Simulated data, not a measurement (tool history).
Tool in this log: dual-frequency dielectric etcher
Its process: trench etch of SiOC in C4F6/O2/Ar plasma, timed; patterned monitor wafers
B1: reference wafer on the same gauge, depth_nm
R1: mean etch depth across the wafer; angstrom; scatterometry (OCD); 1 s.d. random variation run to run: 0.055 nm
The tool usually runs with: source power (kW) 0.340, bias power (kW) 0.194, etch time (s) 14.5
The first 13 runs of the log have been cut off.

-- day=12.796 source power generator calibrated
run 14 day=13.425 | source_power_(kW)=0.340 bias_power_(kW)=0.194 etch_time_(s)=18.5 | B1=29.80 | R1=373.7
run 15 day=16.221 | source_power_(kW)=0.260 bias_power_(kW)=0.152 etch_time_(s)=14.5 | B1=29.80 | R1=239.2
run 16 day=16.796 | source_power_(kW)=0.390 bias_power_(kW)=0.156 etch_time_(s)=14.5 | B1=29.80 | R1=285.0
run 17 day=17.642 | source_power_(kW)=0.290 bias_power_(kW)=0.224 etch_time_(s)=17.5 | B1=29.81 | R1=348.5
run 18 day=21.946 | source_power_(kW)=0.370 bias_power_(kW)=0.210 etch_time_(s)=18.0 | B1=29.80 | R1=385.4
run 19 day=23.396 | source_power_(kW)=0.280 bias_power_(kW)=0.239 etch_time_(s)=12.5 | B1=29.80 | R1=251.3
run 20 day=24.621 | source_power_(kW)=0.340 bias_power_(kW)=0.209 etch_time_(s)=14.5 | B1=29.79 | R1=298.8
run 21 day=25.229 | source_power_(kW)=0.340 bias_power_(kW)=0.194 etch_time_(s)=14.5 | B1=29.80 | R1=290.1
run 22 day=26.442 | source_power_(kW)=0.300 bias_power_(kW)=0.221 etch_time_(s)=18.0 | B1=29.80 | R1=359.6
run 23 day=27.267 | source_power_(kW)=0.340 bias_power_(kW)=0.229 etch_time_(s)=11.0 | B1=29.80 | R1=234.3
run 24 day=28.425 | source_power_(kW)=0.310 bias_power_(kW)=0.168 etch_time_(s)=18.0 | B1=29.79 | R1=327.9
run 25 day=29.867 | source_power_(kW)=0.340 bias_power_(kW)=0.194 etch_time_(s)=14.5 | B1=29.80 | R1=288.8
run 26 day=30.650 | source_power_(kW)=0.340 bias_power_(kW)=0.194 etch_time_(s)=14.5 | B1=29.80 | R1=290.0
-- day=32.171 wet clean of the chamber
run 27 day=32.192 | source_power_(kW)=0.340 bias_power_(kW)=0.194 etch_time_(s)=12.5 | B1=29.81 | R1=250.7
run 28 day=32.208 | source_power_(kW)=0.340 bias_power_(kW)=0.194 etch_time_(s)=10.5 | B1=29.80 | R1=211.2
run 29 day=33.212 | source_power_(kW)=0.380 bias_power_(kW)=0.175 etch_time_(s)=18.0 | B1=29.81 | R1=364.8
run 30 day=34.088 | source_power_(kW)=0.340 bias_power_(kW)=0.194 etch_time_(s)=19.0 | B1=29.79 | R1=381.9
run 31 day=35.233 | source_power_(kW)=0.290 bias_power_(kW)=0.194 etch_time_(s)=17.0 | B1=29.79 | R1=318.7

Each row is a separate what-if for the run after 31, all from the same tool condition, not one after another. Results?
run A day=35.250 | source_power_(kW)=0.340 bias_power_(kW)=0.194 etch_time_(s)=14.5 | B1=? | R1=?
run B day=35.250 | source_power_(kW)=0.340 bias_power_(kW)=0.220 etch_time_(s)=14.5 | B1=? | R1=?
run C day=35.250 | source_power_(kW)=0.340 bias_power_(kW)=0.165 etch_time_(s)=11.5 | B1=? | R1=?

run=A B1=29.81 R1=291.5
run=B B1=29.81 R1=305.7
run=C B1=29.81 R1=217.6
With the hidden condition removed and each run's random variation left untouched, the same runs would have given:
run=A R1=294.7
run=B R1=309.1
run=C R1=219.9

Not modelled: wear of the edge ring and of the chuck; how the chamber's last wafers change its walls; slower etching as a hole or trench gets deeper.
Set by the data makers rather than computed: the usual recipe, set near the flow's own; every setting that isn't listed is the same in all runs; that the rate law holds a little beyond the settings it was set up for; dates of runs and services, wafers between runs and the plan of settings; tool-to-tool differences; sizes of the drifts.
